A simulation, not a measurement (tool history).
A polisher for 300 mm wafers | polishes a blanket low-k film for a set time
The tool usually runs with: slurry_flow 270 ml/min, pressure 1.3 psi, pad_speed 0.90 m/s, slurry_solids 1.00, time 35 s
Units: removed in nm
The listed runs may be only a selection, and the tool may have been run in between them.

run	day	slurry_flow	pressure	pad_speed	slurry_solids	time	incoming thickness of the incoming film, nm	removed
1	0.000	270	1.3	0.90	1.00	35	673.1	10.2
# day 4.542: slurry blender recalibrated
2	6.242	270	1.3	0.90	1.00	35	671.7	10.1
# day 7.079: conditioning disc replaced and pad reconditioned
# day 8.092: worn pad replaced by a new one
# day 8.138: slurry nozzle cleaned
3	9.417	270	1.3	0.90	1.00	35	652.7	10.5
# day 9.758: head pressure recalibrated
4	11.154	270	1.3	0.90	1.00	35	653.6	10.4
5	18.383	270	1.3	0.90	1.00	35	667.5	10.1
# day 20.246: worn pad replaced by a new one
# day 21.321: conditioning disc replaced and pad reconditioned
6	21.746	270	1.3	0.90	1.00	35	670.6	10.5
7	23.479	270	1.2	0.70	1.00	35	653.0	8.2
# day 25.300: slurry blender recalibrated
8	30.942	270	1.2	0.70	1.00	35	653.7	8.1
# day 32.512: worn pad replaced by a new one, of another model than before
9	33.362	270	1.3	0.90	1.00	35	651.9	10.8
# day 35.162: conditioning disc replaced and pad reconditioned
10	35.388	270	1.3	0.90	1.00	35	649.7	10.6
# day 37.308: slurry nozzle cleaned
11	37.646	270	1.3	0.90	1.15	35	664.2	10.8
12	41.267	270	1.1	0.76	1.20	27	645.4	7.2
13	42.775	270	1.0	1.00	1.25	23	661.2	6.9
# day 46.754: slurry blender recalibrated
14	46.775	365	1.3	0.90	1.00	35	660.7	10.9
# day 47.262: worn pad replaced by a new one
# day 47.392: conditioning disc replaced and pad reconditioned
15	49.208	310	1.3	0.90	1.25	35	666.3	11.7
16	52.292	270	1.3	0.76	1.25	35	650.3	10.2
# day 53.454: head pressure recalibrated
17	54.708	270	1.3	0.90	1.00	35	670.5	10.2
18	56.633	270	1.3	0.90	0.80	35	661.9	9.4
19	61.117	270	1.3	0.90	1.00	35	657.4	10.1
# day 62.508: worn pad replaced by a new one
# day 62.762: slurry nozzle cleaned
# day 62.762: conditioning disc replaced and pad reconditioned
20	63.400	325	1.8	0.62	0.85	35	656.6	9.9
# day 66.038: slurry blender recalibrated
21	66.883	340	1.3	0.90	1.15	35	651.5	11.2

Results for each run, recomputed without the tool's hidden state and with each run's random variation untouched:
Hidden conditions of the tool in this case: removal rate lost through wear of the pad, %; slurry flow missing at the pad, %; deviation of the head's pressure from its setpoint, %; abrasive missing from the slurry, %; time polished since the conditioner stopped cutting, s.
run	removed
1	10.7
2	10.7
3	10.7
4	10.7
5	10.7
6	10.7
7	8.5
8	8.5
9	10.9
10	10.8
11	11.2
12	7.5
13	7.2
14	11.4
15	12.0
16	10.6
17	10.7
18	9.9
19	10.6
20	10.0
21	11.6
